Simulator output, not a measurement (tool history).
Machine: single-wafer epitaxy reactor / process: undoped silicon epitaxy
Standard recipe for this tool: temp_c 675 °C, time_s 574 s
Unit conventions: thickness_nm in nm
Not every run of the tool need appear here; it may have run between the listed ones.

| run | hour | temp_c | time_s | wafers since the last listed run | hours since the last pyrometer calibration | hours since the gauge calibration | read-back reference wafer on the same gauge, thickness_nm | thickness_nm |
|---|---|---|---|---|---|---|---|---|
| 1 | 0.0 | 675 | 574 | 0 | 1643.3 | 223.0 | 151.947 | 171.309 |
| 2 | 100.7 | 675 | 574 | 374 | 1744.0 | 323.7 | 151.960 | 171.853 |
| 3 | 156.2 | 675 | 574 | 206 | 1799.5 | 379.2 | 152.159 | 171.962 |
| 4 | 199.7 | 675 | 574 | 161 | 1843.0 | 422.7 | 151.973 | 173.109 |
| 5 | 279.4 | 675 | 574 | 296 | 1922.7 | 502.4 | 152.053 | 171.490 |
| 6 | 473.5 | 675 | 574 | 721 | 2116.8 | 696.5 | 152.001 | 174.318 |
| 7 | 557.2 | 675 | 574 | 311 | 2200.5 | 780.2 | 151.926 | 173.387 |
| 8 | 606.7 | 675 | 574 | 183 | 2250.0 | 829.7 | 152.043 | 173.391 |
|  | 708.2 | pyrometer calibrated |
| 9 | 708.7 | 675 | 574 | 349 | 0.5 | 931.7 | 151.861 | 165.581 |
| 10 | 804.6 | 675 | 574 | 356 | 96.4 | 1027.6 | 151.913 | 167.966 |
| 11 | 895.5 | 675 | 574 | 337 | 187.3 | 1118.5 | 151.799 | 166.941 |
| 12 | 991.6 | 675 | 574 | 357 | 283.4 | 1214.6 | 152.197 | 167.290 |
| 13 | 1094.1 | 675 | 574 | 380 | 385.9 | 1317.1 | 152.102 | 168.888 |
| 14 | 1158.7 | 684 | 635 | 240 | 450.5 | 1381.7 | 151.961 | 217.559 |
| 15 | 1257.5 | 675 | 574 | 367 | 549.3 | 1480.5 | 152.082 | 169.979 |
| 16 | 1320.1 | 680 | 538 | 232 | 611.9 | 1543.1 | 152.175 | 172.801 |
| 17 | 1373.5 | 686 | 539 | 198 | 665.3 | 1596.5 | 151.760 | 192.510 |
| 18 | 1463.2 | 675 | 574 | 333 | 755.0 | 1686.2 | 151.945 | 168.518 |
| 19 | 1559.1 | 686 | 619 | 356 | 850.9 | 1782.1 | 152.059 | 222.129 |
| 20 | 1727.8 | 675 | 574 | 626 | 1019.6 | 1950.8 | 152.014 | 169.720 |
|  | 1745.5 | gauge calibrated |
| 21 | 1811.5 | 675 | 544 | 311 | 1103.3 | 66.0 | 152.303 | 161.884 |
| 22 | 1865.1 | 663 | 500 | 199 | 1156.9 | 119.6 | 152.172 | 118.271 |
| 23 | 2098.7 | 675 | 574 | 868 | 1390.5 | 353.2 | 151.833 | 170.839 |
| 24 | 2168.2 | 675 | 574 | 258 | 1460.0 | 422.7 | 152.108 | 172.133 |
| 25 | 2208.6 | 669 | 498 | 150 | 1500.4 | 463.1 | 152.219 | 134.153 |
| 26 | 2272.6 | 686 | 463 | 237 | 1564.4 | 527.1 | 151.972 | 168.588 |

Branching from run 26: 3 alternative next runs. What would each branch give?
| A | 2273.2 | 675 | 660 | 2 | 1565.0 | 527.7 | ? | ? |
| B | 2273.2 | 675 | 539 | 2 | 1565.0 | 527.7 | ? | ? |
| C | 2273.2 | 668 | 682 | 2 | 1565.0 | 527.7 | ? | ? |

| run | read-back reference wafer on the same gauge, thickness_nm | thickness_nm |
|---|---|---|
| A | 151.977 | 197.529 |
| B | 151.977 | 161.315 |
| C | 151.977 | 179.651 |
The same runs, with their run-to-run variation unchanged, on a tool lacking any hidden condition would have given:
| run | thickness_nm |
|---|---|
| A | 191.547 |
| B | 156.430 |
| C | 174.140 |

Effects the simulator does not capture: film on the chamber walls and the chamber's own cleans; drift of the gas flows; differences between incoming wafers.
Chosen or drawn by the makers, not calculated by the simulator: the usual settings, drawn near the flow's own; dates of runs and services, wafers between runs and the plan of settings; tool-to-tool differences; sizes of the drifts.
